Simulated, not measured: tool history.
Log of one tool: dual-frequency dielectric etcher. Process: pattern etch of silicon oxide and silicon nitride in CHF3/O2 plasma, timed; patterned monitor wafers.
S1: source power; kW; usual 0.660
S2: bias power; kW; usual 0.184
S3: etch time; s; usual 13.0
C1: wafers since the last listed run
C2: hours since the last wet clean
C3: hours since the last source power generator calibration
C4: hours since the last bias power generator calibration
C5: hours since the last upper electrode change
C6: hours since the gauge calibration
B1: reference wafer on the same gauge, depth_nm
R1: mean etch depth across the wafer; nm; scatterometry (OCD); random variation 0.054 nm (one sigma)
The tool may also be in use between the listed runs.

run 1 hour=0.0 | S1=0.660 S2=0.184 S3=13.0 | C1=0 C2=24.0 C3=2548.9 C4=4382.5 C5=1850.7 C6=637.8 | B1=22.81 | R1=22.32
run 2 hour=104.3 | S1=0.550 S2=0.184 S3=13.0 | C1=1048 C2=128.3 C3=2653.2 C4=4486.8 C5=1955.0 C6=742.1 | B1=22.82 | R1=21.53
run 3 hour=252.9 | S1=0.660 S2=0.184 S3=13.0 | C1=1494 C2=276.9 C3=2801.8 C4=4635.4 C5=2103.6 C6=890.7 | B1=22.82 | R1=22.67
run 4 hour=339.7 | S1=0.660 S2=0.184 S3=13.0 | C1=872 C2=363.7 C3=2888.6 C4=4722.2 C5=2190.4 C6=977.5 | B1=22.80 | R1=22.82
run 5 hour=437.9 | S1=0.760 S2=0.184 S3=13.0 | C1=987 C2=461.9 C3=2986.8 C4=4820.4 C5=2288.6 C6=1075.7 | B1=22.82 | R1=23.71
-- hour=501.8 upper electrode replaced, of another model than before
-- hour=505.9 source power generator calibrated
run 6 hour=527.5 | S1=0.760 S2=0.184 S3=13.0 | C1=619 C2=551.5 C3=21.6 C4=4910.0 C5=25.7 C6=1165.3 | B1=22.79 | R1=24.25
-- hour=543.0 bias power generator calibrated
-- hour=568.3 wet clean of the chamber
run 7 hour=621.6 | S1=0.760 S2=0.184 S3=13.0 | C1=664 C2=53.3 C3=115.7 C4=78.6 C5=119.8 C6=1259.4 | B1=22.80 | R1=23.56
run 8 hour=684.7 | S1=0.660 S2=0.184 S3=13.0 | C1=634 C2=116.4 C3=178.8 C4=141.7 C5=182.9 C6=1322.5 | B1=22.80 | R1=22.56
run 9 hour=740.7 | S1=0.530 S2=0.144 S3=12.0 | C1=563 C2=172.4 C3=234.8 C4=197.7 C5=238.9 C6=1378.5 | B1=22.82 | R1=17.60
run 10 hour=791.4 | S1=0.660 S2=0.184 S3=13.0 | C1=509 C2=223.1 C3=285.5 C4=248.4 C5=289.6 C6=1429.2 | B1=22.80 | R1=22.57
-- hour=809.8 gauge calibrated
run 11 hour=898.4 | S1=0.660 S2=0.204 S3=9.5 | C1=1075 C2=330.1 C3=392.5 C4=355.4 C5=396.6 C6=88.6 | B1=22.81 | R1=17.22
run 12 hour=1003.6 | S1=0.660 S2=0.184 S3=13.0 | C1=1057 C2=435.3 C3=497.7 C4=460.6 C5=501.8 C6=193.8 | B1=22.80 | R1=22.81
-- hour=1094.3 wet clean of the chamber
run 13 hour=1302.6 | S1=0.660 S2=0.184 S3=16.0 | C1=2765 C2=208.3 C3=796.7 C4=759.6 C5=800.8 C6=492.8 | B1=22.78 | R1=27.87
run 14 hour=1389.7 | S1=0.740 S2=0.184 S3=13.0 | C1=875 C2=295.4 C3=883.8 C4=846.7 C5=887.9 C6=579.9 | B1=22.81 | R1=23.63
run 15 hour=1461.4 | S1=0.660 S2=0.201 S3=13.0 | C1=720 C2=367.1 C3=955.5 C4=918.4 C5=959.6 C6=651.6 | B1=22.80 | R1=23.46
run 16 hour=1519.2 | S1=0.660 S2=0.184 S3=13.0 | C1=581 C2=424.9 C3=1013.3 C4=976.2 C5=1017.4 C6=709.4 | B1=22.82 | R1=22.81

4 ways to go on from here, each from the tool as it stands after run 16. What would each give?
run A hour=1519.6 | S1=0.660 S2=0.184 S3=11.0 | C1=4 C2=425.3 C3=1013.7 C4=976.6 C5=1017.8 C6=709.8 | B1=? | R1=?
run B hour=1519.6 | S1=0.660 S2=0.198 S3=13.0 | C1=4 C2=425.3 C3=1013.7 C4=976.6 C5=1017.8 C6=709.8 | B1=? | R1=?
run C hour=1519.6 | S1=0.820 S2=0.226 S3=12.0 | C1=4 C2=425.3 C3=1013.7 C4=976.6 C5=1017.8 C6=709.8 | B1=? | R1=?
run D hour=1519.6 | S1=0.760 S2=0.227 S3=10.0 | C1=4 C2=425.3 C3=1013.7 C4=976.6 C5=1017.8 C6=709.8 | B1=? | R1=?

run=A B1=22.79 R1=19.29
run=B B1=22.79 R1=23.40
run=C B1=22.79 R1=24.64
run=D B1=22.79 R1=19.98
Without the tool's hidden state the same runs would have given:
run=A R1=18.95
run=B R1=22.99
run=C R1=24.21
run=D R1=19.62

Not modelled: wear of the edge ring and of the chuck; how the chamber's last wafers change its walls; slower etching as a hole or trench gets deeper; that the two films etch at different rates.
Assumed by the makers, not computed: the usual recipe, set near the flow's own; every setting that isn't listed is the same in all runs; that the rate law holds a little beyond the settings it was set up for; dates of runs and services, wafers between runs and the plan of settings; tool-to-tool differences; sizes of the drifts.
